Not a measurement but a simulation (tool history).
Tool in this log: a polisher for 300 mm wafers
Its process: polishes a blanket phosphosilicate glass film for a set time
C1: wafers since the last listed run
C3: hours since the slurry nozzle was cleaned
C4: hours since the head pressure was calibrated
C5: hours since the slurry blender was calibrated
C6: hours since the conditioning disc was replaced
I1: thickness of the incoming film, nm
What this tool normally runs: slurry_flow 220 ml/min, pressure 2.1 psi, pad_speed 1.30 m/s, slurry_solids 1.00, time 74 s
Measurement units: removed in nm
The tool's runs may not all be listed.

Run 1, hour 0.0: usual settings; C1 0; wafers polished on this pad 1145; C3 224.1; C4 136.3; C5 46.4; C6 96.0; I1 2123.6. Result: removed 521.1 nm.
Run 2, hour 71.9: usual settings; C1 780; wafers polished on this pad 1926; C3 296.0; C4 208.2; C5 118.3; C6 167.9; I1 2120.9. Result: removed 516.3 nm.
Run 3, hour 118.9: usual settings; C1 510; wafers polished on this pad 2437; C3 343.0; C4 255.2; C5 165.3; C6 214.9; I1 2116.9. Result: removed 511.0 nm.
At hour 130.5: worn pad replaced by a new one.
At hour 136.4: slurry blender recalibrated.
At hour 140.3: conditioning disc replaced and pad reconditioned.
At hour 148.0: slurry nozzle cleaned.
Run 4, hour 171.2: usual settings; C1 470; wafers polished on this pad 388; C3 23.2; C4 307.5; C5 34.8; C6 30.9; I1 2079.6. Result: removed 528.6 nm.
Run 5, hour 212.2: usual settings; C1 445; wafers polished on this pad 833; C3 64.2; C4 348.5; C5 75.8; C6 71.9; I1 2083.7. Result: removed 525.5 nm.
Run 6, hour 271.5: usual settings; C1 644; wafers polished on this pad 1477; C3 123.5; C4 407.8; C5 135.1; C6 131.2; I1 2128.6. Result: removed 507.7 nm.
Run 7, hour 304.9: usual settings; C1 362; wafers polished on this pad 1840; C3 156.9; C4 441.2; C5 168.5; C6 164.6; I1 2127.8. Result: removed 510.6 nm.
At hour 340.4: worn pad replaced by a new one.
At hour 340.7: slurry blender recalibrated.
At hour 351.3: conditioning disc replaced and pad reconditioned.
Run 8, hour 367.6: usual settings; C1 611; wafers polished on this pad 270; C3 219.6; C4 503.9; C5 26.9; C6 16.3; I1 2127.3. Result: removed 541.8 nm.
Run 9, hour 414.6: usual settings; C1 510; wafers polished on this pad 780; C3 266.6; C4 550.9; C5 73.9; C6 63.3; I1 2157.0. Result: removed 522.3 nm.
At hour 424.5: head pressure recalibrated.
Run 10, hour 465.8: usual settings but pressure 1.9 psi, pad_speed 1.10 m/s; C1 534; wafers polished on this pad 1314; C3 317.8; C4 41.3; C5 125.1; C6 114.5; I1 2142.8. Result: removed 419.2 nm.
Run 11, hour 512.3: usual settings but pad_speed 0.90 m/s, slurry_solids 0.85, time 54 s; C1 505; wafers polished on this pad 1819; C3 364.3; C4 87.8; C5 171.6; C6 161.0; I1 2163.4. Result: removed 273.6 nm.
Run 12, hour 543.0: usual settings but slurry_flow 245 ml/min, pad_speed 1.44 m/s, slurry_solids 1.25, time 92 s; C1 333; wafers polished on this pad 2153; C3 395.0; C4 118.5; C5 202.3; C6 191.7; I1 2146.8. Result: removed 757.7 nm.
At hour 576.2: worn pad replaced by a new one.
At hour 577.1: conditioning disc replaced and pad reconditioned.
Run 13, hour 577.6: usual settings; C1 322; wafers polished on this pad 5; C3 429.6; C4 153.1; C5 236.9; C6 0.5; I1 2092.6. Result: removed 550.3 nm.
At hour 583.3: slurry blender recalibrated.
At hour 590.4: slurry nozzle cleaned.
Run 14, hour 774.2: usual settings but pad_speed 0.90 m/s, slurry_solids 0.85, time 54 s; C1 2102; wafers polished on this pad 2108; C3 183.8; C4 349.7; C5 190.9; C6 197.1; I1 2157.4. Result: removed 275.4 nm.
At hour 795.5: conditioning disc replaced and pad reconditioned.
At hour 808.4: slurry blender recalibrated.
At hour 812.9: worn pad replaced by a new one.
Run 15, hour 833.8: usual settings but slurry_flow 195 ml/min, pressure 2.6 psi, time 58 s; C1 560; wafers polished on this pad 226; C3 243.4; C4 409.3; C5 25.4; C6 38.3; I1 2096.8. Result: removed 506.1 nm.
At hour 862.7: head pressure recalibrated.
Run 16, hour 900.5: usual settings but slurry_flow 150 ml/min, pressure 2.5 psi, pad_speed 1.64 m/s, slurry_solids 0.75; C1 702; wafers polished on this pad 929; C3 310.1; C4 37.8; C5 92.1; C6 105.0; I1 2155.1. Result: removed 584.8 nm.
Run 17, hour 938.6: usual settings but pressure 1.7 psi, slurry_solids 0.80, time 57 s; C1 413; wafers polished on this pad 1343; C3 348.2; C4 75.9; C5 130.2; C6 143.1; I1 2098.1. Result: removed 288.9 nm.
At hour 996.5: conditioning disc replaced and pad reconditioned.
Run 18, hour 1000.6: usual settings but slurry_flow 200 ml/min, pad_speed 1.64 m/s, slurry_solids 1.25; C1 651; wafers polished on this pad 1995; C3 410.2; C4 137.9; C5 192.2; C6 4.1; I1 2073.8. Result: removed 694.1 nm.
At hour 1030.2: worn pad replaced by a new one.
At hour 1032.2: slurry blender recalibrated.
At hour 1066.8: slurry nozzle cleaned.
Run 19, hour 1070.9: usual settings but pressure 2.4 psi, slurry_solids 0.85; C1 687; wafers polished on this pad 409; C3 4.1; C4 208.2; C5 38.7; C6 74.4; I1 2086.7. Result: removed 547.6 nm.

Subtracting, for every run, the result it would have given without the tool's unlogged condition from the measured result gives the following. The same run-to-run variation enters both numbers; the gauge's scatter may not:
What the log doesn't record here: removal rate lost through wear of the pad, %; slurry flow missing at the pad, %; deviation of the head's pressure from its setpoint, %; abrasive missing from the slurry, %; time polished since the conditioner stopped cutting, s.
run  removed
  1    -32.6
  2    -38.3
  3    -39.6
  4    -20.2
  5    -30.8
  6    -37.2
  7    -39.6
  8    -12.2
  9    -26.5
 10    -22.3
 11    -15.3
 12    -61.6
 13     -1.2
 14    -14.9
 15    -19.5
 16    -47.1
 17    -15.5
 18     -5.6
 19    -31.2

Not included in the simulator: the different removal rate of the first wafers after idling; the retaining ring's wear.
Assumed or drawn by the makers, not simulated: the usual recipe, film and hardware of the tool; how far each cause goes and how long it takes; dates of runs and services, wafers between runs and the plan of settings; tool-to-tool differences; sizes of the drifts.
